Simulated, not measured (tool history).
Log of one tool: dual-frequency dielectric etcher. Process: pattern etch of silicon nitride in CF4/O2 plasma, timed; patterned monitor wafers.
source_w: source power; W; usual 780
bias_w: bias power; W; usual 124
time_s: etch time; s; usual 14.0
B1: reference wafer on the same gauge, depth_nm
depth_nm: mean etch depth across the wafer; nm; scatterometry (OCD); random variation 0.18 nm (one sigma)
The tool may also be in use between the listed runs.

run 1 hour=0.0 | source_w=780 bias_w=124 time_s=14.0 | B1=40.00 | depth_nm=33.99
run 2 hour=25.5 | source_w=780 bias_w=124 time_s=14.0 | B1=40.02 | depth_nm=33.98
run 3 hour=55.2 | source_w=780 bias_w=124 time_s=14.0 | B1=40.10 | depth_nm=33.99
run 4 hour=80.2 | source_w=780 bias_w=124 time_s=14.0 | B1=40.03 | depth_nm=34.05
-- hour=108.4 wet clean of the chamber
run 5 hour=111.4 | source_w=650 bias_w=105 time_s=14.0 | B1=40.17 | depth_nm=26.70
run 6 hour=160.7 | source_w=650 bias_w=105 time_s=14.0 | B1=40.12 | depth_nm=26.70
-- hour=193.7 upper electrode replaced
run 7 hour=248.6 | source_w=780 bias_w=124 time_s=14.0 | B1=40.08 | depth_nm=33.76
run 8 hour=276.4 | source_w=780 bias_w=124 time_s=14.0 | B1=40.01 | depth_nm=33.71
run 9 hour=320.9 | source_w=780 bias_w=124 time_s=14.0 | B1=40.18 | depth_nm=33.71
run 10 hour=353.6 | source_w=780 bias_w=124 time_s=14.0 | B1=39.95 | depth_nm=33.82
run 11 hour=415.2 | source_w=780 bias_w=124 time_s=14.0 | B1=40.09 | depth_nm=33.94
-- hour=467.0 source power generator calibrated
run 12 hour=513.1 | source_w=780 bias_w=124 time_s=14.0 | B1=40.00 | depth_nm=35.47
-- hour=581.8 bias power generator calibrated
run 13 hour=582.3 | source_w=780 bias_w=124 time_s=14.0 | B1=40.00 | depth_nm=35.02
-- hour=626.2 wet clean of the chamber
run 14 hour=626.7 | source_w=780 bias_w=124 time_s=14.0 | B1=40.03 | depth_nm=35.28
run 15 hour=664.0 | source_w=850 bias_w=124 time_s=12.5 | B1=40.05 | depth_nm=34.41
-- hour=707.9 gauge calibrated
run 16 hour=709.0 | source_w=720 bias_w=93 time_s=11.5 | B1=40.15 | depth_nm=24.47
run 17 hour=767.1 | source_w=880 bias_w=148 time_s=16.5 | B1=40.05 | depth_nm=48.97
run 18 hour=804.4 | source_w=970 bias_w=116 time_s=14.0 | B1=40.10 | depth_nm=43.02
run 19 hour=842.2 | source_w=600 bias_w=105 time_s=11.0 | B1=40.11 | depth_nm=19.94
run 20 hour=870.9 | source_w=780 bias_w=124 time_s=14.0 | B1=40.07 | depth_nm=35.33
run 21 hour=910.9 | source_w=780 bias_w=124 time_s=14.0 | B1=40.04 | depth_nm=35.11
run 22 hour=977.0 | source_w=780 bias_w=124 time_s=14.0 | B1=40.17 | depth_nm=34.88
run 23 hour=1024.3 | source_w=700 bias_w=104 time_s=14.0 | B1=40.24 | depth_nm=29.79
run 24 hour=1063.4 | source_w=950 bias_w=98 time_s=10.5 | B1=39.99 | depth_nm=30.21
run 25 hour=1107.5 | source_w=980 bias_w=142 time_s=14.0 | B1=40.07 | depth_nm=46.33
run 26 hour=1165.7 | source_w=780 bias_w=137 time_s=11.0 | B1=40.04 | depth_nm=28.42
run 27 hour=1197.2 | source_w=630 bias_w=146 time_s=17.0 | B1=40.07 | depth_nm=35.40
-- hour=1236.4 wet clean of the chamber
run 28 hour=1242.5 | source_w=780 bias_w=124 time_s=10.0 | B1=40.05 | depth_nm=25.06
run 29 hour=1270.5 | source_w=640 bias_w=94 time_s=11.0 | B1=40.13 | depth_nm=20.54

Some steps in depth_nm between neighbouring runs. How much of each would the tool show without its hidden state too (settings, what came in, random variation), and how much is left for the hidden state, with any gauge scatter that isn't in both results?
The hidden state here: etch rate over this chamber's usual, %; source power that arrives over what is set, %; bias power that arrives over what is set, %; gauge reads high (%).
Run 6 -> 7: source_w 650 -> 780, bias_w 105 -> 124, upper electrode replaced. depth_nm +7.06 nm: hidden state -0.30, all else +7.36.
Run 11 -> 12: source power generator calibrated. depth_nm +1.53 nm: hidden state +1.36, all else +0.17.
Run 16 -> 17: source_w 720 -> 880, bias_w 93 -> 148, time_s 11.5 -> 16.5. depth_nm +24.50 nm: hidden state +0.04, all else +24.46.
Run 18 -> 19: source_w 970 -> 600, bias_w 116 -> 105, time_s 14.0 -> 11.0. depth_nm -23.08 nm: hidden state -0.05, all else -23.03.
